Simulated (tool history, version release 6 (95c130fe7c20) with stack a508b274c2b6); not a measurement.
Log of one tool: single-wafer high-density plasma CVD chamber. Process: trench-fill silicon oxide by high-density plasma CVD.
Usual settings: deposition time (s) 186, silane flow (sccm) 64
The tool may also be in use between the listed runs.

run     day  deposition time (s)  silane flow (sccm)  wafers since the last listed run  hours since the silane flow controller was replaced  hours since the gauge calibration  read-back reference wafer on the same gauge, thickness_nm  mean film thickness on the monitor wafer (angstrom)
  1       0                  186                  64                                 0                                               2468.5                              405.3                                                    879.942                                             11199.55
  2   0.579                  186                  64                               121                                               2482.4                              419.2                                                     879.41                                             11230.99
  3    0.95                  186                  64                                77                                               2491.3                              428.1                                                    880.426                                             11204.21
  4   2.804                  194                  64                               389                                               2535.8                              472.6                                                    880.215                                             11673.02
  5   3.275                  194                  64                                98                                               2547.1                              483.9                                                    880.599                                              11684.4
  6   3.704                  194                  64                                90                                               2557.4                              494.2                                                    878.885                                              11708.6
  7   4.112                  186                  64                                85                                               2567.2                                504                                                    880.662                                             11238.19
  8   4.708                  209                  64                               125                                               2581.5                              518.3                                                    879.409                                             12631.17
  9   5.429                  209                  64                               151                                               2598.8                              535.6                                                    879.875                                             12639.28
 10   6.112                  209                  64                               143                                               2615.2                                552                                                    879.347                                             12656.98
 11   6.729                  186                  59                               129                                                 2630                              566.8                                                    880.171                                             10329.36
 12   7.296                  186                  59                               118                                               2643.6                              580.4                                                    881.069                                             10381.88
 13   7.733                  186                  59                                91                                               2654.1                              590.9                                                    880.228                                             10352.83
 14   8.425                  186                  57                               145                                               2670.7                              607.5                                                    880.652                                             10019.95
 15   8.825                  186                  64                                83                                               2680.3                              617.1                                                    879.865                                             11264.12
 16   9.504                  215                  56                               142                                               2696.6                              633.4                                                    880.343                                             11361.21
 17   9.754                  208                  64                                52                                               2702.6                              639.4                                                    880.671                                             12628.51
 18  10.158                  208                  64                                84                                               2712.3                              649.1                                                    879.446                                             12594.03
 19    10.6                  208                  64                                92                                               2722.9                              659.7                                                    879.381                                             12561.02
 20  11.108                  172                  64                               106                                               2735.1                              671.9                                                    879.851                                             10416.63
 21  11.821                  172                  64                               149                                               2752.2                                689                                                    879.019                                             10407.33
 22    12.2                  172                  64                                79                                               2761.3                              698.1                                                     879.64                                             10409.25
     12.425  -- gauge calibrated
 23  12.767                  186                  64                               118                                               2774.9                                8.2                                                     880.73                                             11286.47
 24    13.1                  165                  64                                69                                               2782.9                               16.2                                                    880.314                                             10009.88
 25  13.754                  166                  68                               137                                               2798.6                               31.9                                                    880.571                                             10707.13
 26  14.121                  154                  77                                76                                               2807.4                               40.7                                                    881.146                                             11238.87
 27  14.529                  186                  54                                85                                               2817.2                               50.5                                                    879.736                                              9503.04
     15.038  -- silane flow controller replaced
 28  15.262                  186                  64                                83                                                  5.4                               68.1                                                    879.914                                              10692.5
 29   15.75                  186                  64                               102                                                 17.1                               79.8                                                    880.367                                             10686.89
 30  16.054                  186                  64                                63                                                 24.4                               87.1                                                    879.688                                             10673.19
 31  16.754                  201                  57                               146                                                 41.2                              103.9                                                    880.535                                             10274.89
 32  17.262                  186                  64                               106                                                 53.4                              116.1                                                    879.182                                             10675.19
 33  17.896                  223                  55                               132                                                 68.6                              131.3                                                    880.017                                             10997.63
 34  18.408                  153                  64                               107                                                 80.9                              143.6                                                    880.014                                              8780.52
 35  18.842                  186                  64                                90                                                 91.3                                154                                                     880.09                                             10680.16
 36  19.521                  200                  70                               142                                                107.6                              170.3                                                    880.794                                             12582.59
 37  19.775                  173                  70                                53                                                113.7                              176.4                                                    879.999                                             10889.95
 38  20.429                  186                  64                               137                                                129.4                              192.1                                                    879.362                                             10691.25
 39  21.029                  214                  53                               125                                                143.8                              206.5                                                    879.705                                             10185.56
 40  21.608                  207                  57                               121                                                157.7                              220.4                                                    880.458                                             10632.64
 41  22.354                  186                  64                               156                                                175.6                              238.3                                                    879.619                                             10719.76
 42  23.017                  170                  64                               139                                                191.5                              254.2                                                    880.166                                              9792.29
 43  23.325                  155                  56                                64                                                198.9                              261.6                                                    880.343                                               7788.6
 44  23.825                  169                  64                               104                                                210.9                              273.6                                                     879.62                                              9710.67
 45  24.483                  167                  64                               138                                                226.7                              289.4                                                     880.94                                              9585.37
 46  24.954                  218                  52                                98                                                  238                              300.7                                                    879.934                                             10186.96

3 ways to go on from here, each from the tool as it stands after run 46. What would each give?
  A  24.975                  186                  64                                 4                                                238.5                              301.2                                                          ?                                                    ?
  B  24.975                  150                  77                                 4                                                238.5                              301.2                                                          ?                                                    ?
  C  24.975                  220                  71                                 4                                                238.5                              301.2                                                          ?                                                    ?

run  read-back reference wafer on the same gauge, thickness_nm  mean film thickness on the monitor wafer (angstrom)
  A                                                    880.611                                             10699.22
  B                                                    880.611                                             10381.05
  C                                                    880.611                                             14039.14
Without the tool's hidden state the same runs would have given:
run  mean film thickness on the monitor wafer (angstrom)
  A                                              10653.6
  B                                             10336.79
  C                                             13979.27
